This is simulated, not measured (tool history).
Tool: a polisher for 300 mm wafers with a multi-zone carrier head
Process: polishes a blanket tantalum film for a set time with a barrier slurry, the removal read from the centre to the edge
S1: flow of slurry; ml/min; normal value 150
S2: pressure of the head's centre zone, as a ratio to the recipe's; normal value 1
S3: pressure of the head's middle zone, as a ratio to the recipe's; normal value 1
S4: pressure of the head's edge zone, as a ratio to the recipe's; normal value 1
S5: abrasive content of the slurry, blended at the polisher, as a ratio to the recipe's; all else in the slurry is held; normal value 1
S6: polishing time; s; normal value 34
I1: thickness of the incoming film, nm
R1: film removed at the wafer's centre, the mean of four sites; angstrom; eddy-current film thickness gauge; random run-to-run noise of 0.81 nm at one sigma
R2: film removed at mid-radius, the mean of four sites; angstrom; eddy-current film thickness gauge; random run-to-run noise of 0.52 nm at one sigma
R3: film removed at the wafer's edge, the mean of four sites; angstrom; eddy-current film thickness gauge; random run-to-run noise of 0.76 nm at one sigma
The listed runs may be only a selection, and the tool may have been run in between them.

| run | hour | S1 | S2 | S3 | S4 | S5 | S6 | I1 | R1 | R2 | R3 |
|---|---|---|---|---|---|---|---|---|---|---|---|
| 1 | 0 | 150 | 1 | 1 | 1 | 1 | 34 | 452.9 | 519 | 516 | 542 |
| 2 | 94 | 150 | 1 | 1 | 1 | 1 | 34 | 443.5 | 511 | 523 | 545 |
| 3 | 145.9 | 150 | 1 | 1 | 1 | 1 | 34 | 455.1 | 498 | 504 | 531 |
| 4 | 198.3 | 150 | 1 | 1 | 1 | 1 | 34 | 457 | 534 | 529 | 567 |
| 5 | 242.7 | 150 | 1 | 1 | 1 | 1 | 34 | 455.1 | 526 | 527 | 549 |
| 6 | 343.6 | 150 | 1.05 | 1.07 | 1.08 | 1 | 27 | 452.5 | 431 | 441 | 450 |
| 7 | 435.1 | 150 | 1 | 1 | 1 | 1 | 34 | 453.8 | 530 | 527 | 546 |
| 8 | 512.1 | 150 | 1 | 1 | 1.04 | 1 | 34 | 446.1 | 542 | 547 | 577 |
| 9 | 737.5 | 150 | 1 | 1 | 1 | 1.15 | 34 | 455.6 | 560 | 561 | 574 |
| 10 | 778.5 | 100 | 1.06 | 1 | 0.92 | 1 | 27 | 451.5 | 427 | 402 | 404 |
| 11 | 824.9 | 170 | 1 | 1 | 1.08 | 1.2 | 45 | 456.3 | 756 | 761 | 817 |
| 12 | 894.4 | 150 | 1 | 1 | 1 | 1 | 34 | 458.8 | 540 | 529 | 557 |
| 13 | 979.5 | 150 | 1.1 | 1 | 1 | 0.7 | 34 | 452 | 502 | 457 | 472 |
| 14 | 1029.6 | 135 | 1 | 1 | 1 | 1 | 22 | 453 | 338 | 336 | 351 |
| 15 | 1098.2 | 150 | 1 | 1 | 1 | 1 | 34 | 449 | 520 | 528 | 550 |
| 16 | 1187.2 | 150 | 1 | 1 | 1 | 1 | 34 | 444.9 | 523 | 524 | 549 |
| 17 | 1282.4 | 195 | 1 | 1 | 1 | 1 | 25 | 446.2 | 396 | 404 | 410 |
| 18 | 1350.7 | 100 | 0.96 | 1 | 1.12 | 0.85 | 34 | 455.7 | 435 | 467 | 522 |
| 19 | 1396.9 | 150 | 1.1 | 1.04 | 1 | 1 | 34 | 445 | 621 | 572 | 567 |
| 20 | 1479.8 | 150 | 1 | 1 | 1 | 1 | 34 | 453.4 | 539 | 560 | 580 |
| 21 | 1528.7 | 150 | 1 | 1 | 1 | 1 | 34 | 444.3 | 544 | 554 | 559 |
| 22 | 1573.3 | 150 | 1.07 | 1 | 1 | 1 | 34 | 451.1 | 586 | 540 | 560 |

Missing from the log above: 11 entries noted between runs. For each, name the pair of listed runs it sits between and say how the tool's hidden condition differs from the listed run just before to the listed run just after:
Runs 2 to 3: edge zone pressure recalibrated (hour 125.1); centre zone pressure recalibrated (hour 128.2)
  slurry flow missing at the pad, %: 33.4 -> 34.9
  what was measured, less what the result would be without the hidden state, R1: -51 -> -54 angstrom; R2: -46 -> -48 angstrom; R3: -33 -> -34 angstrom
Runs 3 to 4: worn pad replaced by a new one, of another model than before (hour 150.9)
  slurry flow missing at the pad, %: 34.9 -> 36.2
  what was measured, less what the result would be without the hidden state, R1: -54 -> -31 angstrom; R2: -48 -> -26 angstrom; R3: -34 -> -20 angstrom
Runs 7 to 8: slurry nozzle cleaned (hour 465.6)
  slurry flow missing at the pad, %: 39.7 -> 8.23
  what was measured, less what the result would be without the hidden state, R1: -35 -> -6 angstrom; R2: -30 -> -5 angstrom; R3: -22 -> -4 angstrom
Runs 8 to 9: worn pad replaced by a new one (hour 647.2)
  slurry flow missing at the pad, %: 8.23 -> 28.1
  what was measured, less what the result would be without the hidden state, R1: -6 -> -23 angstrom; R2: -5 -> -21 angstrom; R3: -4 -> -15 angstrom
Runs 11 to 12: centre zone pressure recalibrated (hour 838.5); edge zone pressure recalibrated (hour 889.3)
  slurry flow missing at the pad, %: 32.4 -> 34.9
  what was measured, less what the result would be without the hidden state, R1: -35 -> -30 angstrom; R2: -31 -> -25 angstrom; R3: -23 -> -19 angstrom
Runs 16 to 17: worn pad replaced by a new one (hour 1206.7)
  slurry flow missing at the pad, %: 40.7 -> 41.6
  what was measured, less what the result would be without the hidden state, R1: -36 -> -24 angstrom; R2: -31 -> -21 angstrom; R3: -23 -> -16 angstrom
Runs 18 to 19: slurry nozzle cleaned (hour 1394.7)
  slurry flow missing at the pad, %: 42.1 -> 1.89
  what was measured, less what the result would be without the hidden state, R1: -39 -> -2 angstrom; R2: -35 -> -1 angstrom; R3: -26 -> -1 angstrom
Runs 20 to 21: centre zone pressure recalibrated (hour 1484)
  slurry flow missing at the pad, %: 12.8 -> 17.8
  what was measured, less what the result would be without the hidden state, R1: -9 -> -14 angstrom; R2: -9 -> -12 angstrom; R3: -7 -> -9 angstrom
Runs 21 to 22: edge zone pressure recalibrated (hour 1539.9)
  slurry flow missing at the pad, %: 17.8 -> 21.7
  what was measured, less what the result would be without the hidden state, R1: -14 -> -18 angstrom; R2: -12 -> -14 angstrom; R3: -9 -> -11 angstrom
